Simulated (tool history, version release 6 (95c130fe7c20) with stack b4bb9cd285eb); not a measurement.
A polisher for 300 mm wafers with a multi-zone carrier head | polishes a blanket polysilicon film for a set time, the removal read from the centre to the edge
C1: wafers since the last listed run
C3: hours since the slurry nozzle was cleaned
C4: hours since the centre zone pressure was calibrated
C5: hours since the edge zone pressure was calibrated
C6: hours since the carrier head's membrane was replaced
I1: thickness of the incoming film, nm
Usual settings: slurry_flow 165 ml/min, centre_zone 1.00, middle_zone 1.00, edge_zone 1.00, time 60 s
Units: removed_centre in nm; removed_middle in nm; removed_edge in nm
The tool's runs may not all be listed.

Run 1, hour 0.0: usual settings but centre_zone 0.91; C1 0; wafers polished on this pad 141; C3 267.6; C4 337.3; C5 218.7; C6 522.9; I1 1703.5. Result: removed_centre 438.0 nm, removed_middle 487.0 nm, removed_edge 487.8 nm.
Run 2, hour 11.2: usual settings but centre_zone 0.91; C1 88; wafers polished on this pad 229; C3 278.8; C4 348.5; C5 229.9; C6 534.1; I1 1747.1. Result: removed_centre 419.7 nm, removed_middle 473.3 nm, removed_edge 478.7 nm.
Run 3, hour 19.3: usual settings but time 65 s; C1 63; wafers polished on this pad 293; C3 286.9; C4 356.6; C5 238.0; C6 542.2; I1 1683.5. Result: removed_centre 495.5 nm, removed_middle 500.7 nm, removed_edge 516.6 nm.
Run 4, hour 28.6: usual settings but time 65 s; C1 73; wafers polished on this pad 366; C3 296.2; C4 365.9; C5 247.3; C6 551.5; I1 1711.5. Result: removed_centre 498.0 nm, removed_middle 503.0 nm, removed_edge 511.2 nm.
Run 5, hour 41.0: usual settings; C1 97; wafers polished on this pad 464; C3 308.6; C4 378.3; C5 259.7; C6 563.9; I1 1719.7. Result: removed_centre 450.2 nm, removed_middle 460.3 nm, removed_edge 465.4 nm.
Run 6, hour 49.1: usual settings; C1 63; wafers polished on this pad 528; C3 316.7; C4 386.4; C5 267.8; C6 572.0; I1 1712.0. Result: removed_centre 457.1 nm, removed_middle 446.7 nm, removed_edge 450.6 nm.
At hour 56.4: worn pad replaced by a new one.
At hour 68.0: carrier head's membrane replaced by a new one.
At hour 71.1: slurry nozzle cleaned.
Run 7, hour 100.4: usual settings; C1 325; wafers polished on this pad 299; C3 29.3; C4 437.7; C5 319.1; C6 32.4; I1 1745.2. Result: removed_centre 454.3 nm, removed_middle 441.8 nm, removed_edge 465.3 nm.
Run 8, hour 113.1: usual settings but slurry_flow 135 ml/min, edge_zone 1.05, time 75 s; C1 100; wafers polished on this pad 399; C3 42.0; C4 450.4; C5 331.8; C6 45.1; I1 1722.1. Result: removed_centre 544.0 nm, removed_middle 544.4 nm, removed_edge 578.7 nm.
At hour 121.7: worn pad replaced by a new one.
At hour 127.9: edge zone pressure recalibrated.
Run 9, hour 130.2: usual settings but slurry_flow 120 ml/min, middle_zone 0.92; C1 87; wafers polished on this pad 51; C3 59.1; C4 467.5; C5 2.3; C6 62.2; I1 1739.5. Result: removed_centre 479.1 nm, removed_middle 448.9 nm, removed_edge 485.5 nm.
Run 10, hour 140.9: usual settings but edge_zone 0.94; C1 84; wafers polished on this pad 135; C3 69.8; C4 478.2; C5 13.0; C6 72.9; I1 1713.7. Result: removed_centre 488.2 nm, removed_middle 470.9 nm, removed_edge 484.3 nm.
Run 11, hour 150.0: usual settings but centre_zone 0.91; C1 71; wafers polished on this pad 207; C3 78.9; C4 487.3; C5 22.1; C6 82.0; I1 1740.0. Result: removed_centre 423.6 nm, removed_middle 468.8 nm, removed_edge 474.1 nm.
At hour 156.6: centre zone pressure recalibrated.
Run 12, hour 171.1: usual settings but time 71 s; C1 150; wafers polished on this pad 357; C3 100.0; C4 14.5; C5 43.2; C6 103.1; I1 1721.4. Result: removed_centre 536.3 nm, removed_middle 548.5 nm, removed_edge 547.2 nm.
Run 13, hour 180.6: usual settings but slurry_flow 135 ml/min, edge_zone 1.05, time 75 s; C1 74; wafers polished on this pad 432; C3 109.5; C4 24.0; C5 52.7; C6 112.6; I1 1714.6. Result: removed_centre 538.2 nm, removed_middle 545.4 nm, removed_edge 571.0 nm.
At hour 194.1: worn pad replaced by a new one.
Run 14, hour 197.1: usual settings but centre_zone 0.93, middle_zone 0.89, time 78 s; C1 98; wafers polished on this pad 23; C3 126.0; C4 40.5; C5 69.2; C6 129.1; I1 1729.0. Result: removed_centre 597.3 nm, removed_middle 609.9 nm, removed_edge 671.6 nm.
Run 15, hour 208.0: usual settings but slurry_flow 145 ml/min, centre_zone 0.95; C1 85; wafers polished on this pad 109; C3 136.9; C4 51.4; C5 80.1; C6 140.0; I1 1694.9. Result: removed_centre 441.3 nm, removed_middle 480.9 nm, removed_edge 485.8 nm.

Measured less the same run without the tool's hidden state. The same run-to-run variation is in both; the gauge's scatter may not be:
The hidden state here: removal rate lost through wear of the pad, %; slurry flow missing at the pad, %; deviation of the centre zone's pressure from its setpoint, %; deviation of the edge zone's pressure from its setpoint, %.
run  removed_centre  removed_middle  removed_edge
  1           -32.0           -35.6         -35.7
  2           -41.7           -47.1         -47.6
  3           -55.7           -56.4         -58.2
  4           -61.2           -61.9         -62.9
  5           -59.5           -60.8         -61.5
  6           -62.2           -60.7         -61.3
  7           -62.4           -60.7         -64.0
  8           -80.5           -80.6         -85.6
  9           -19.3           -18.2         -19.6
 10           -37.3           -35.9         -37.0
 11           -41.2           -45.7         -46.2
 12           -67.1           -68.6         -68.5
 13           -70.8           -71.8         -75.2
 14           -16.3           -16.6         -18.2
 15           -32.1           -35.0         -35.3
